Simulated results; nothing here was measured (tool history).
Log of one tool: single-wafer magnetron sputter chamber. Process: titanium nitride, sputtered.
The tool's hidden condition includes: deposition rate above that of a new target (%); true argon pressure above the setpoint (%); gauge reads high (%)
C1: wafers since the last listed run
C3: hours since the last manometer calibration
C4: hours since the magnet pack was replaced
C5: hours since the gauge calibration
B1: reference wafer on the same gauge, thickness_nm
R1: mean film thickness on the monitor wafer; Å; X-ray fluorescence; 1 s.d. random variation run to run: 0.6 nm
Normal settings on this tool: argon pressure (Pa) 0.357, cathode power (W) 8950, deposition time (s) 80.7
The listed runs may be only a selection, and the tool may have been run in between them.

{"run": 1, "hour": 0.0, "argon pressure (Pa)": 0.357, "cathode power (W)": 8950, "deposition time (s)": 80.7, "C1": 0, "wafers on the sputter target": 4439, "C3": 1046.5, "C4": 7550.5, "C5": 820.3, "B1": 117.989, "R1": 1284.36}
{"run": 2, "hour": 65.4, "argon pressure (Pa)": 0.357, "cathode power (W)": 8950, "deposition time (s)": 80.7, "C1": 669, "wafers on the sputter target": 5109, "C3": 1111.9, "C4": 7615.9, "C5": 885.7, "B1": 118.028, "R1": 1280.36}
{"run": 3, "hour": 85.0, "argon pressure (Pa)": 0.357, "cathode power (W)": 8950, "deposition time (s)": 80.7, "C1": 200, "wafers on the sputter target": 5309, "C3": 1131.5, "C4": 7635.5, "C5": 905.3, "B1": 117.936, "R1": 1275.37}
{"run": 4, "hour": 109.6, "argon pressure (Pa)": 0.357, "cathode power (W)": 8950, "deposition time (s)": 80.7, "C1": 251, "wafers on the sputter target": 5561, "C3": 1156.1, "C4": 7660.1, "C5": 929.9, "B1": 117.921, "R1": 1275.31}
{"run": 5, "hour": 136.7, "argon pressure (Pa)": 0.357, "cathode power (W)": 8950, "deposition time (s)": 80.7, "C1": 277, "wafers on the sputter target": 5838, "C3": 1183.2, "C4": 7687.2, "C5": 957, "B1": 117.941, "R1": 1271.41}
{"run": 6, "hour": 149.3, "argon pressure (Pa)": 0.357, "cathode power (W)": 8950, "deposition time (s)": 80.7, "C1": 128, "wafers on the sputter target": 5967, "C3": 1195.8, "C4": 7699.8, "C5": 969.6, "B1": 118.036, "R1": 1287.86}
{"run": 7, "hour": 169.5, "argon pressure (Pa)": 0.417, "cathode power (W)": 8950, "deposition time (s)": 80.7, "C1": 206, "wafers on the sputter target": 6174, "C3": 1216, "C4": 7720, "C5": 989.8, "B1": 118.008, "R1": 1251.54}
{"run": 8, "hour": 194.0, "argon pressure (Pa)": 0.357, "cathode power (W)": 8950, "deposition time (s)": 80.7, "C1": 250, "wafers on the sputter target": 6425, "C3": 1240.5, "C4": 7744.5, "C5": 1014.3, "B1": 117.897, "R1": 1281.74}
{"hour": 202.5, "done": "sputter target and shields replaced"}
{"run": 9, "hour": 215.4, "argon pressure (Pa)": 0.357, "cathode power (W)": 8950, "deposition time (s)": 80.7, "C1": 137, "wafers on the sputter target": 131, "C3": 1261.9, "C4": 7765.9, "C5": 1035.7, "B1": 118.064, "R1": 1286.66}
{"run": 10, "hour": 248.1, "argon pressure (Pa)": 0.357, "cathode power (W)": 8950, "deposition time (s)": 80.7, "C1": 334, "wafers on the sputter target": 466, "C3": 1294.6, "C4": 7798.6, "C5": 1068.4, "B1": 117.998, "R1": 1271.29}
{"run": 11, "hour": 278.9, "argon pressure (Pa)": 0.357, "cathode power (W)": 8950, "deposition time (s)": 80.7, "C1": 315, "wafers on the sputter target": 781, "C3": 1325.4, "C4": 7829.4, "C5": 1099.2, "B1": 117.964, "R1": 1275.95}
{"run": 12, "hour": 309.3, "argon pressure (Pa)": 0.357, "cathode power (W)": 8950, "deposition time (s)": 80.7, "C1": 311, "wafers on the sputter target": 1092, "C3": 1355.8, "C4": 7859.8, "C5": 1129.6, "B1": 118.047, "R1": 1273.23}
{"hour": 318.5, "done": "capacitance manometer re-zeroed and calibrated"}
{"hour": 330.6, "done": "magnet pack replaced"}
{"run": 13, "hour": 341.0, "argon pressure (Pa)": 0.357, "cathode power (W)": 8950, "deposition time (s)": 80.7, "C1": 160, "wafers on the sputter target": 1253, "C3": 22.5, "C4": 10.4, "C5": 1161.3, "B1": 117.865, "R1": 1276.57}
{"hour": 355.0, "done": "gauge calibrated"}
{"run": 14, "hour": 369.5, "argon pressure (Pa)": 0.4, "cathode power (W)": 8000, "deposition time (s)": 68.7, "C1": 291, "wafers on the sputter target": 1544, "C3": 51, "C4": 38.9, "C5": 14.5, "B1": 118.064, "R1": 949.26}
{"run": 15, "hour": 393.4, "argon pressure (Pa)": 0.268, "cathode power (W)": 7250, "deposition time (s)": 71, "C1": 244, "wafers on the sputter target": 1789, "C3": 74.9, "C4": 62.8, "C5": 38.4, "B1": 117.904, "R1": 938.67}
{"run": 16, "hour": 407.8, "argon pressure (Pa)": 0.357, "cathode power (W)": 7400, "deposition time (s)": 89.8, "C1": 147, "wafers on the sputter target": 1936, "C3": 89.3, "C4": 77.2, "C5": 52.8, "B1": 117.926, "R1": 1179.92}
{"run": 17, "hour": 497.6, "argon pressure (Pa)": 0.357, "cathode power (W)": 8950, "deposition time (s)": 80.7, "C1": 918, "wafers on the sputter target": 2855, "C3": 179.1, "C4": 167, "C5": 142.6, "B1": 118.128, "R1": 1282.31}
{"run": 18, "hour": 511.6, "argon pressure (Pa)": 0.357, "cathode power (W)": 7650, "deposition time (s)": 80.7, "C1": 143, "wafers on the sputter target": 2998, "C3": 193.1, "C4": 181, "C5": 156.6, "B1": 117.951, "R1": 1084.59}
{"run": 19, "hour": 547.5, "argon pressure (Pa)": 0.357, "cathode power (W)": 8950, "deposition time (s)": 80.7, "C1": 367, "wafers on the sputter target": 3366, "C3": 229, "C4": 216.9, "C5": 192.5, "B1": 118.077, "R1": 1277.42}
{"run": 20, "hour": 569.3, "argon pressure (Pa)": 0.357, "cathode power (W)": 7400, "deposition time (s)": 89.8, "C1": 223, "wafers on the sputter target": 3589, "C3": 250.8, "C4": 238.7, "C5": 214.3, "B1": 118.035, "R1": 1177.79}
{"run": 21, "hour": 602.1, "argon pressure (Pa)": 0.357, "cathode power (W)": 8950, "deposition time (s)": 80.7, "C1": 335, "wafers on the sputter target": 3924, "C3": 283.6, "C4": 271.5, "C5": 247.1, "B1": 117.999, "R1": 1276.86}
{"run": 22, "hour": 642.6, "argon pressure (Pa)": 0.223, "cathode power (W)": 6800, "deposition time (s)": 90.1, "C1": 414, "wafers on the sputter target": 4339, "C3": 324.1, "C4": 312, "C5": 287.6, "B1": 117.992, "R1": 1141.65}
{"run": 23, "hour": 675.4, "argon pressure (Pa)": 0.357, "cathode power (W)": 8950, "deposition time (s)": 80.7, "C1": 335, "wafers on the sputter target": 4674, "C3": 356.9, "C4": 344.8, "C5": 320.4, "B1": 118.101, "R1": 1284.4}
{"run": 24, "hour": 693.1, "argon pressure (Pa)": 0.257, "cathode power (W)": 8950, "deposition time (s)": 80.7, "C1": 181, "wafers on the sputter target": 4856, "C3": 374.6, "C4": 362.5, "C5": 338.1, "B1": 117.914, "R1": 1332.28}
{"run": 25, "hour": 719.4, "argon pressure (Pa)": 0.452, "cathode power (W)": 8200, "deposition time (s)": 72.6, "C1": 269, "wafers on the sputter target": 5125, "C3": 400.9, "C4": 388.8, "C5": 364.4, "B1": 118.045, "R1": 1027.34}
{"run": 26, "hour": 749.2, "argon pressure (Pa)": 0.357, "cathode power (W)": 8950, "deposition time (s)": 80.7, "C1": 304, "wafers on the sputter target": 5430, "C3": 430.7, "C4": 418.6, "C5": 394.2, "B1": 117.991, "R1": 1276.62}
{"run": 27, "hour": 762.2, "argon pressure (Pa)": 0.357, "cathode power (W)": 10300, "deposition time (s)": 80.7, "C1": 133, "wafers on the sputter target": 5563, "C3": 443.7, "C4": 431.6, "C5": 407.2, "B1": 118.047, "R1": 1475.9}
{"run": 28, "hour": 774.7, "argon pressure (Pa)": 0.295, "cathode power (W)": 8950, "deposition time (s)": 90, "C1": 127, "wafers on the sputter target": 5690, "C3": 456.2, "C4": 444.1, "C5": 419.7, "B1": 117.959, "R1": 1447.78}
{"run": 29, "hour": 791.5, "argon pressure (Pa)": 0.357, "cathode power (W)": 10950, "deposition time (s)": 64.8, "C1": 171, "wafers on the sputter target": 5862, "C3": 473, "C4": 460.9, "C5": 436.5, "B1": 118.123, "R1": 1254.28}
{"run": 30, "hour": 805.1, "argon pressure (Pa)": 0.488, "cathode power (W)": 8100, "deposition time (s)": 91.9, "C1": 139, "wafers on the sputter target": 6002, "C3": 486.6, "C4": 474.5, "C5": 450.1, "B1": 118.121, "R1": 1256.64}
{"run": 31, "hour": 829.6, "argon pressure (Pa)": 0.357, "cathode power (W)": 8950, "deposition time (s)": 80.7, "C1": 250, "wafers on the sputter target": 6252, "C3": 511.1, "C4": 499, "C5": 474.6, "B1": 117.982, "R1": 1277.03}
{"run": 32, "hour": 843.8, "argon pressure (Pa)": 0.357, "cathode power (W)": 10500, "deposition time (s)": 87.1, "C1": 145, "wafers on the sputter target": 6398, "C3": 525.3, "C4": 513.2, "C5": 488.8, "B1": 117.946, "R1": 1615.04}
{"hour": 852.9, "done": "sputter target and shields replaced"}
{"run": 33, "hour": 871.7, "argon pressure (Pa)": 0.495, "cathode power (W)": 10750, "deposition time (s)": 91.1, "C1": 203, "wafers on the sputter target": 192, "C3": 553.2, "C4": 541.1, "C5": 516.7, "B1": 117.988, "R1": 1641.98}
{"run": 34, "hour": 900.4, "argon pressure (Pa)": 0.496, "cathode power (W)": 10350, "deposition time (s)": 88.5, "C1": 293, "wafers on the sputter target": 486, "C3": 581.9, "C4": 569.8, "C5": 545.4, "B1": 118.135, "R1": 1533.04}

State the hidden condition of the tool at each of the runs:
deposition rate above that of a new target (%): 0 at every run
true argon pressure above the setpoint (%): 0 at every run
gauge reads high (%): 0 at every run
